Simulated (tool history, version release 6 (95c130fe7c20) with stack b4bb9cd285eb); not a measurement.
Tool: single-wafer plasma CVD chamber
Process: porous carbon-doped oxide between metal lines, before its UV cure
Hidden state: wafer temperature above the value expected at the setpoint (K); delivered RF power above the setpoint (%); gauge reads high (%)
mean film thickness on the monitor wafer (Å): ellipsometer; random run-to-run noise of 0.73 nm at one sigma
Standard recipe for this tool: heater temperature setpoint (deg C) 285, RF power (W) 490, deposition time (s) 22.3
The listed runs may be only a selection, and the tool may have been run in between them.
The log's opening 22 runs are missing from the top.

run	hour	heater temperature setpoint (deg C)	RF power (W)	deposition time (s)	wafers since the last listed run	hours since the last thermocouple change	hours since the last RF generator calibration	hours since the showerhead was replaced	hours since the gauge calibration	read-back reference wafer on the same gauge, thickness_nm	mean film thickness on the monitor wafer (Å)
23	1551.3	280	535	22.3	4192	354.2	1497.0	5719.3	780.4	125.834	1445.52
# hour 1596.6: RF generator calibrated
# hour 1643.9: showerhead replaced
24	1644.4	285	430	17.8	3075	447.3	47.8	0.5	873.5	125.946	887.64
25	1690.9	285	490	22.3	1855	493.8	94.3	47.0	920.0	125.891	1254.21
26	1796.1	285	490	22.3	4196	599.0	199.5	152.2	1025.2	126.099	1244.86
# hour 1973.2: RF generator calibrated, repeated, since the last time left the tool worse
27	2110.2	285	490	22.3	12211	913.1	137.0	466.3	1339.3	125.997	1362.80
28	2210.3	278	460	23.9	3993	1013.2	237.1	566.4	1439.4	125.810	1409.38
29	2262.0	297	490	22.3	2062	1064.9	288.8	618.1	1491.1	126.112	1256.08
30	2322.5	299	580	22.3	2413	1125.4	349.3	678.6	1551.6	126.093	1429.94
31	2400.0	298	490	22.3	3091	1202.9	426.8	756.1	1629.1	126.021	1258.89
32	2437.3	285	490	22.3	1488	1240.2	464.1	793.4	1666.4	125.974	1318.85
33	2489.1	299	490	18.9	2066	1292.0	515.9	845.2	1718.2	126.161	1050.32

Forecast each of these 5 alternatives for the next run:
A	2489.5	285	490	24.9	15	1292.4	516.3	845.6	1718.6	?	?
B	2489.5	278	490	22.3	15	1292.4	516.3	845.6	1718.6	?	?
C	2489.5	275	450	24.8	15	1292.4	516.3	845.6	1718.6	?	?
D	2489.5	274	515	22.3	15	1292.4	516.3	845.6	1718.6	?	?
E	2489.5	276	490	22.3	15	1292.4	516.3	845.6	1718.6	?	?

run	read-back reference wafer on the same gauge, thickness_nm	mean film thickness on the monitor wafer (Å)
A	126.143	1470.69
B	126.143	1374.63
C	126.143	1421.18
D	126.143	1470.58
E	126.143	1390.38
Had the tool no hidden state, the same runs would have come out as:
run	mean film thickness on the monitor wafer (Å)
A	1512.58
B	1413.79
C	1467.84
D	1511.81
E	1429.99
